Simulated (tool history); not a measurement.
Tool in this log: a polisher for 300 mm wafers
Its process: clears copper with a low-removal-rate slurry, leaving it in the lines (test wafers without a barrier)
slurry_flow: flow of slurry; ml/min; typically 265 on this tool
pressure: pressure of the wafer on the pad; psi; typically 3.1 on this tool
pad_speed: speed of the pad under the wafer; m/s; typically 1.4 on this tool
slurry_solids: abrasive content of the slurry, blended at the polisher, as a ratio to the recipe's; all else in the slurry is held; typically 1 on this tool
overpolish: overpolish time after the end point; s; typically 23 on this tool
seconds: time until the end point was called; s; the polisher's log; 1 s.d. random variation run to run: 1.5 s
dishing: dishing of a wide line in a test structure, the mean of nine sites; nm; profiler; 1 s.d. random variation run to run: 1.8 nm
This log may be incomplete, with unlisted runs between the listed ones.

run	hour	slurry_flow	pressure	pad_speed	slurry_solids	overpolish	wafers since the last listed run	wafers polished on this pad	hours since the slurry nozzle was cleaned	hours since the head pressure was calibrated	hours since the slurry blender was calibrated	incoming thickness of the incoming film, nm	seconds	dishing
1	0	265	3.8	1.4	1	23	0	411	729.6	603.3	84.7	604.6	103.6	86
# hour 0.3: slurry nozzle cleaned
2	34.8	265	3.8	1.4	1	23	272	684	34.5	638.1	119.5	597.1	99.8	86.5
3	93.8	265	3.8	1.4	1	23	466	1150	93.5	697.1	178.5	609	103.6	89.1
# hour 166.7: slurry blender recalibrated
# hour 172.3: worn pad replaced by a new one
4	230.1	265	3.1	1.4	1	23	1029	457	229.8	833.4	63.4	603.3	122.9	74
# hour 367.6: worn pad replaced by a new one
5	368.1	265	3.1	1.4	1	23	1058	3	367.8	971.4	201.4	606.4	125.8	72.3
# hour 383.4: slurry blender recalibrated
6	426.9	265	3.1	1.4	1	23	448	452	426.6	1030.2	43.5	614.7	129.2	71.2
7	486.9	265	3.1	1.4	1	27	474	926	486.6	1090.2	103.5	610.1	126	85
8	532.7	265	3.4	1.4	1	23	361	1288	532.4	1136	149.3	602.4	115.3	82
9	569.6	265	3.4	1.4	1	23	291	1580	569.3	1172.9	186.2	608.8	114.4	80.7
# hour 612.4: worn pad replaced by a new one
# hour 621.7: slurry blender recalibrated
10	622.2	265	3.1	1.04	1	23	368	61	621.9	1225.5	0.5	609.7	165.5	59.2
# hour 635.3: head pressure recalibrated
11	649.7	265	3.1	1.4	1	23	201	263	649.4	14.4	28	603.4	126.2	71.9
# hour 687.5: slurry nozzle cleaned
12	702.5	175	2.3	1.72	0.75	23	409	672	15	67.2	80.8	604.5	154.2	60.1
13	733.9	265	3.1	1.4	1	28	248	920	46.4	98.6	112.2	614.3	133.1	83.2
14	759.9	315	3.1	1.4	1.25	23	205	1126	72.4	124.6	138.2	603.1	121.1	75.5
# hour 806: worn pad replaced by a new one
15	807.8	265	3.1	1.4	1	23	346	14	120.3	172.5	186.1	598.6	130.8	69.9
16	846.8	190	3.1	1.4	0.85	23	308	322	159.3	211.5	225.1	606.4	137.1	63.8
# hour 855.9: slurry blender recalibrated
# hour 864.2: slurry nozzle cleaned, repeated, since the last time left the tool worse
17	903.5	310	3.1	0.94	0.75	23	424	746	39.3	268.2	47.6	614.3	183.5	53.9
18	954.4	265	3.6	1.76	1	23	402	1148	90.2	319.1	98.5	605.1	88	91.9
# hour 997: worn pad replaced by a new one
19	999.9	265	3.1	1.4	0.75	37	327	22	135.7	364.6	144	594.3	125.7	104.5
20	1028.2	265	2.1	1.58	1.2	15	223	246	164	392.9	172.3	593.4	157.1	42.2
21	1074.1	265	2.8	1.4	1	23	362	609	209.9	438.8	218.2	609	139.3	67
# hour 1083.7: slurry blender recalibrated
22	1105.6	265	3.1	1.4	1	23	233	842	241.4	470.3	21.9	609.4	125.7	74.7

Hidden state, per run?
removal rate lost through wear of the pad, %: 0, the same for each run
deviation of the head's pressure from its setpoint, %: 0, the same for each run
abrasive missing from the slurry, %: 0, the same for each run
H1: slurry flow missing at the pad, %
run	H1
1	26.6
2	4.21
3	9
4	16.4
5	20.5
6	21.6
7	22.5
8	23.1
9	23.5
10	23.9
11	24.1
12	40.5
13	43.4
14	45.6
15	48.9
16	51.2
17	3.86
18	7.97
19	11
20	12.5
21	14.7
22	16
